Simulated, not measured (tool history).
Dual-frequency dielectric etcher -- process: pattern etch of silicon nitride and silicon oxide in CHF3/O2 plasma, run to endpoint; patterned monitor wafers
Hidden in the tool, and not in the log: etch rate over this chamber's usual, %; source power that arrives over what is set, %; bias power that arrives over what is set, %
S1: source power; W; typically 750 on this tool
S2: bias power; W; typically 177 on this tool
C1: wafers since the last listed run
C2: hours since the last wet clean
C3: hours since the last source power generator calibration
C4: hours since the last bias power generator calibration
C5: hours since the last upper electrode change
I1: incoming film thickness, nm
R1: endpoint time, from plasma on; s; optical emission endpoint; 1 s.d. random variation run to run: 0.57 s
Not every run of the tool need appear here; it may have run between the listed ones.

| run | hour | S1 | S2 | C1 | C2 | C3 | C4 | C5 | I1 | R1 |
|---|---|---|---|---|---|---|---|---|---|---|
| 1 | 0.0 | 750 | 177 | 0 | 242.6 | 2691.7 | 3107.2 | 4017.8 | 154.0 | 108.9 |
| 2 | 26.6 | 750 | 177 | 230 | 269.2 | 2718.3 | 3133.8 | 4044.4 | 152.3 | 107.1 |
| 3 | 61.2 | 750 | 177 | 299 | 303.8 | 2752.9 | 3168.4 | 4079.0 | 152.1 | 106.0 |
| 4 | 76.6 | 750 | 177 | 133 | 319.2 | 2768.3 | 3183.8 | 4094.4 | 152.6 | 105.8 |
| 5 | 104.8 | 750 | 177 | 244 | 347.4 | 2796.5 | 3212.0 | 4122.6 | 151.6 | 105.6 |
| 6 | 120.8 | 750 | 177 | 138 | 363.4 | 2812.5 | 3228.0 | 4138.6 | 151.8 | 106.7 |
| 7 | 150.6 | 750 | 177 | 258 | 393.2 | 2842.3 | 3257.8 | 4168.4 | 152.2 | 106.1 |
|  | 186.8 | upper electrode replaced |
| 8 | 187.3 | 750 | 177 | 109 | 429.9 | 2879.0 | 3294.5 | 0.5 | 150.9 | 104.2 |
| 9 | 203.3 | 750 | 177 | 138 | 445.9 | 2895.0 | 3310.5 | 16.5 | 152.8 | 104.8 |
|  | 213.7 | source power generator calibrated |
| 10 | 221.6 | 750 | 177 | 123 | 464.2 | 7.9 | 3328.8 | 34.8 | 150.9 | 103.3 |
| 11 | 235.0 | 750 | 177 | 116 | 477.6 | 21.3 | 3342.2 | 48.2 | 152.9 | 104.4 |
| 12 | 265.8 | 750 | 177 | 266 | 508.4 | 52.1 | 3373.0 | 79.0 | 153.3 | 105.6 |
| 13 | 279.5 | 850 | 211 | 118 | 522.1 | 65.8 | 3386.7 | 92.7 | 150.5 | 97.2 |
| 14 | 300.5 | 750 | 166 | 181 | 543.1 | 86.8 | 3407.7 | 113.7 | 152.3 | 104.8 |
|  | 336.3 | wet clean of the chamber |
| 15 | 336.8 | 750 | 149 | 106 | 0.5 | 123.1 | 3444.0 | 150.0 | 151.7 | 113.2 |
| 16 | 352.3 | 840 | 192 | 134 | 16.0 | 138.6 | 3459.5 | 165.5 | 152.5 | 104.7 |
| 17 | 366.2 | 750 | 177 | 120 | 29.9 | 152.5 | 3473.4 | 179.4 | 152.9 | 108.4 |
|  | 398.5 | bias power generator calibrated |
| 18 | 399.0 | 750 | 162 | 249 | 62.7 | 185.3 | 0.5 | 212.2 | 152.4 | 111.8 |
| 19 | 419.5 | 750 | 177 | 177 | 83.2 | 205.8 | 21.0 | 232.7 | 152.7 | 109.1 |
| 20 | 451.0 | 570 | 164 | 272 | 114.7 | 237.3 | 52.5 | 264.2 | 150.3 | 113.6 |
| 21 | 484.3 | 750 | 177 | 288 | 148.0 | 270.6 | 85.8 | 297.5 | 152.8 | 107.8 |
| 22 | 516.5 | 600 | 200 | 278 | 180.2 | 302.8 | 118.0 | 329.7 | 150.2 | 108.5 |
| 23 | 544.7 | 870 | 177 | 244 | 208.4 | 331.0 | 146.2 | 357.9 | 152.6 | 103.8 |

Measured minus without-hidden-state, run by run (identical run-to-run variation in each term; gauge scatter may differ):
| run | R1 |
|---|---|
| 1 | -2.0 |
| 2 | -2.3 |
| 3 | -2.5 |
| 4 | -2.7 |
| 5 | -2.9 |
| 6 | -3.1 |
| 7 | -3.4 |
| 8 | -3.6 |
| 9 | -3.8 |
| 10 | -3.9 |
| 11 | -4.1 |
| 12 | -4.4 |
| 13 | -4.2 |
| 14 | -4.7 |
| 15 | +0.5 |
| 16 | +0.4 |
| 17 | +0.3 |
| 18 | -0.1 |
| 19 | -0.3 |
| 20 | -0.7 |
| 21 | -0.9 |
| 22 | -1.2 |
| 23 | -1.4 |

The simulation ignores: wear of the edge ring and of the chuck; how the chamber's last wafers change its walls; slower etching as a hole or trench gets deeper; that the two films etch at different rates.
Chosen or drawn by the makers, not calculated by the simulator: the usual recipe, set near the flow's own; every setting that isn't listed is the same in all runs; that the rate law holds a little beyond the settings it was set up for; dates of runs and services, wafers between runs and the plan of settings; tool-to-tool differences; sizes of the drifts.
